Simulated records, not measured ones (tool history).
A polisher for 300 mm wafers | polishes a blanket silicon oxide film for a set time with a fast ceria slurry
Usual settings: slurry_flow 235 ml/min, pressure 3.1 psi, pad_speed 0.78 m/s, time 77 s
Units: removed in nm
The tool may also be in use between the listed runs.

run,hour,slurry_flow,pressure,pad_speed,time,"incoming thickness of the incoming film, nm",removed
1,0.0,235,3.1,0.78,77,2940.7,967.9
# hour 30.6: head pressure recalibrated
2,74.9,235,3.1,0.78,77,2981.6,978.4
# hour 96.8: worn pad replaced by a new one
3,170.9,235,3.1,0.78,77,2995.1,978.4
4,222.7,270,2.4,0.78,77,2987.1,761.2
# hour 262.3: worn pad replaced by a new one
5,264.5,270,2.4,0.78,77,2978.4,710.0
# hour 300.8: slurry nozzle cleaned
6,321.5,270,2.4,0.78,77,2986.3,696.7
# hour 366.6: worn pad replaced by a new one, repeated, since the last time left the tool worse
7,382.5,235,3.1,0.78,77,2988.3,1010.0
8,429.6,235,3.1,0.96,67,2979.4,1085.3
9,485.4,235,3.1,0.78,77,3001.5,955.1
# hour 494.8: head pressure recalibrated
# hour 551.5: worn pad replaced by a new one
10,575.5,235,3.1,0.78,52,2984.6,671.7
11,674.5,235,3.8,0.78,66,2989.2,1007.7
# hour 698.2: worn pad replaced by a new one
# hour 715.7: slurry nozzle cleaned
12,764.8,235,3.1,0.78,77,2961.5,977.7
13,803.6,235,3.8,0.78,63,2973.5,957.6
14,861.8,235,2.4,0.92,77,2968.5,857.1

Forecast each of these 4 alternatives for the next run:
A,862.2,310,3.1,0.78,77,2981.1,?
B,862.2,235,3.8,1.06,61,2981.1,?
C,862.2,170,4.1,0.78,88,2981.1,?
D,862.2,210,2.3,0.50,104,2981.1,?

run,removed
A,979.5
B,1254.7
C,1368.1
D,601.6
Without the tool's hidden state the same runs would have given:
run,removed
A,1053.4
B,1349.5
C,1471.4
D,647.1

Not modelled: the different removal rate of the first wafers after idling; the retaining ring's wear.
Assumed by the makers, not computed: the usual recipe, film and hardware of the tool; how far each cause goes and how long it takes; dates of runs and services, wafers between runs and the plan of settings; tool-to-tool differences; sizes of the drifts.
